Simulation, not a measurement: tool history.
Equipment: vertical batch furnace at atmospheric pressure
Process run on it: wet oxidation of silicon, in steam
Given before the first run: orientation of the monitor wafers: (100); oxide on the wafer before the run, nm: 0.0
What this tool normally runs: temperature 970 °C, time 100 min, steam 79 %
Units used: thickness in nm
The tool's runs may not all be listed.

| run | hour | temperature | time | steam | wafers since the last listed run | hours since the last temperature calibration | hours since the steam generator was serviced | hours since the gauge calibration | read-back reference wafer on the same gauge, thickness | thickness |
|---|---|---|---|---|---|---|---|---|---|---|
| 1 | 0 | 970 | 100 | 79 | 0 | 4579.3 | 3693.2 | 134.7 | 441.63 | 373.98 |
| 2 | 8.9 | 985 | 100 | 79 | 93 | 4588.2 | 3702.1 | 143.6 | 441.85 | 420.79 |
| 3 | 21.9 | 985 | 100 | 79 | 136 | 4601.2 | 3715.1 | 156.6 | 441.65 | 421.78 |
| 4 | 29.5 | 985 | 100 | 79 | 79 | 4608.8 | 3722.7 | 164.2 | 442.13 | 419.95 |
| 5 | 37.9 | 970 | 100 | 79 | 88 | 4617.2 | 3731.1 | 172.6 | 442.25 | 373.7 |
| 6 | 48.2 | 970 | 100 | 79 | 108 | 4627.5 | 3741.4 | 182.9 | 442.05 | 373.51 |
| 7 | 56.5 | 970 | 100 | 79 | 87 | 4635.8 | 3749.7 | 191.2 | 441.85 | 373.98 |
| 8 | 75.6 | 970 | 100 | 79 | 200 | 4654.9 | 3768.8 | 210.3 | 442.1 | 372.99 |
| 9 | 91.8 | 970 | 100 | 79 | 170 | 4671.1 | 3785 | 226.5 | 442.23 | 373.65 |
| 10 | 100.5 | 970 | 116.5 | 79 | 91 | 4679.8 | 3793.7 | 235.2 | 442.35 | 416.71 |
| 11 | 112.8 | 970 | 116.5 | 79 | 129 | 4692.1 | 3806 | 247.5 | 442.14 | 416.8 |
| 12 | 130.5 | 970 | 116.5 | 79 | 185 | 4709.8 | 3823.7 | 265.2 | 442 | 415.86 |
| 13 | 147.4 | 985 | 66.5 | 79 | 177 | 4726.7 | 3840.6 | 282.1 | 441.96 | 315.29 |
| 14 | 162.3 | 985 | 66.5 | 79 | 156 | 4741.6 | 3855.5 | 297 | 441.53 | 314.01 |
| 15 | 173.1 | 970 | 100 | 79 | 113 | 4752.4 | 3866.3 | 307.8 | 442.3 | 372.08 |
|  | 200.5 | thermocouples replaced and temperature profile calibrated |
| 16 | 201 | 970 | 100 | 71 | 40 | 0.5 | 3894.2 | 335.7 | 442.09 | 346.03 |
| 17 | 206 | 970 | 100 | 79 | 52 | 5.5 | 3899.2 | 340.7 | 441.9 | 372.57 |
| 18 | 221 | 970 | 100 | 79 | 157 | 20.5 | 3914.2 | 355.7 | 441.93 | 372.81 |
| 19 | 233 | 953 | 74 | 69 | 126 | 32.5 | 3926.2 | 367.7 | 442 | 228.15 |
| 20 | 251.9 | 977 | 142.5 | 73 | 198 | 51.4 | 3945.1 | 386.6 | 441.8 | 478.26 |
| 21 | 264.1 | 970 | 116.5 | 79 | 128 | 63.6 | 3957.3 | 398.8 | 441.97 | 415.02 |
|  | 288.1 | steam generator serviced |
| 22 | 288.6 | 970 | 100 | 79 | 5 | 88.1 | 0.5 | 423.3 | 442.16 | 392.74 |
| 23 | 296.8 | 994 | 66 | 86 | 86 | 96.3 | 8.7 | 431.5 | 441.92 | 374.43 |
| 24 | 311.4 | 970 | 100 | 83 | 153 | 110.9 | 23.3 | 446.1 | 441.87 | 406.51 |
| 25 | 327.5 | 953 | 142.5 | 79 | 169 | 127 | 39.4 | 462.2 | 442.11 | 441.73 |
| 26 | 339 | 946 | 80.5 | 68 | 120 | 138.5 | 50.9 | 473.7 | 442 | 237.6 |
|  | 345.4 | gauge calibrated |
| 27 | 353.1 | 957 | 100 | 68 | 148 | 152.6 | 65 | 7.7 | 442.01 | 314.14 |
| 28 | 368.1 | 952 | 68 | 73 | 157 | 167.6 | 80 | 22.7 | 441.95 | 232.78 |
| 29 | 376.5 | 970 | 55.5 | 79 | 88 | 176 | 88.4 | 31.1 | 441.86 | 251.1 |
| 30 | 384.6 | 970 | 100 | 87 | 85 | 184.1 | 96.5 | 39.2 | 442.23 | 419.21 |
| 31 | 404.8 | 980 | 62 | 74 | 212 | 204.3 | 116.7 | 59.4 | 442.04 | 285.05 |
| 32 | 425 | 950 | 55 | 76 | 212 | 224.5 | 136.9 | 79.6 | 442.02 | 197.38 |
| 33 | 443.4 | 985 | 66.5 | 79 | 193 | 242.9 | 155.3 | 98 | 442.07 | 328.91 |
| 34 | 453.4 | 970 | 100 | 72 | 105 | 252.9 | 165.3 | 108 | 442.01 | 365.2 |
| 35 | 463.5 | 989 | 80 | 87 | 106 | 263 | 175.4 | 118.1 | 441.98 | 412.84 |
| 36 | 478.7 | 946 | 80.5 | 68 | 159 | 278.2 | 190.6 | 133.3 | 442.1 | 235.97 |
| 37 | 490.2 | 970 | 100 | 79 | 120 | 289.7 | 202.1 | 144.8 | 441.75 | 388.11 |
| 38 | 499.3 | 988 | 121.5 | 69 | 95 | 298.8 | 211.2 | 153.9 | 442.12 | 465.77 |

Difference, measured minus no-hidden-state, one row per run. Run-to-run variation is common to both terms; the gauge's own scatter need not be:
Hidden conditions of the tool in this case: true tube temperature minus thermocouple reading, K; steam share off its setpoint, % of the setpoint; gauge reads high (%).
| run | thickness |
|---|---|
| 1 | -24.13 |
| 2 | -25.98 |
| 3 | -26.04 |
| 4 | -25.94 |
| 5 | -24.16 |
| 6 | -24.15 |
| 7 | -24.19 |
| 8 | -24.14 |
| 9 | -24.2 |
| 10 | -26.48 |
| 11 | -26.49 |
| 12 | -26.45 |
| 13 | -20.59 |
| 14 | -20.51 |
| 15 | -24.17 |
| 16 | -22.81 |
| 17 | -24.23 |
| 18 | -24.26 |
| 19 | -16.53 |
| 20 | -29.49 |
| 21 | -26.53 |
| 22 | -4.81 |
| 23 | -4.61 |
| 24 | -5.42 |
| 25 | -6.33 |
| 26 | -3.96 |
| 27 | -5.18 |
| 28 | -4.24 |
| 29 | -4.51 |
| 30 | -7.09 |
| 31 | -5.35 |
| 32 | -4.31 |
| 33 | -6.59 |
| 34 | -7.53 |
| 35 | -8.27 |
| 36 | -5.72 |
| 37 | -8.57 |
| 38 | -9.87 |

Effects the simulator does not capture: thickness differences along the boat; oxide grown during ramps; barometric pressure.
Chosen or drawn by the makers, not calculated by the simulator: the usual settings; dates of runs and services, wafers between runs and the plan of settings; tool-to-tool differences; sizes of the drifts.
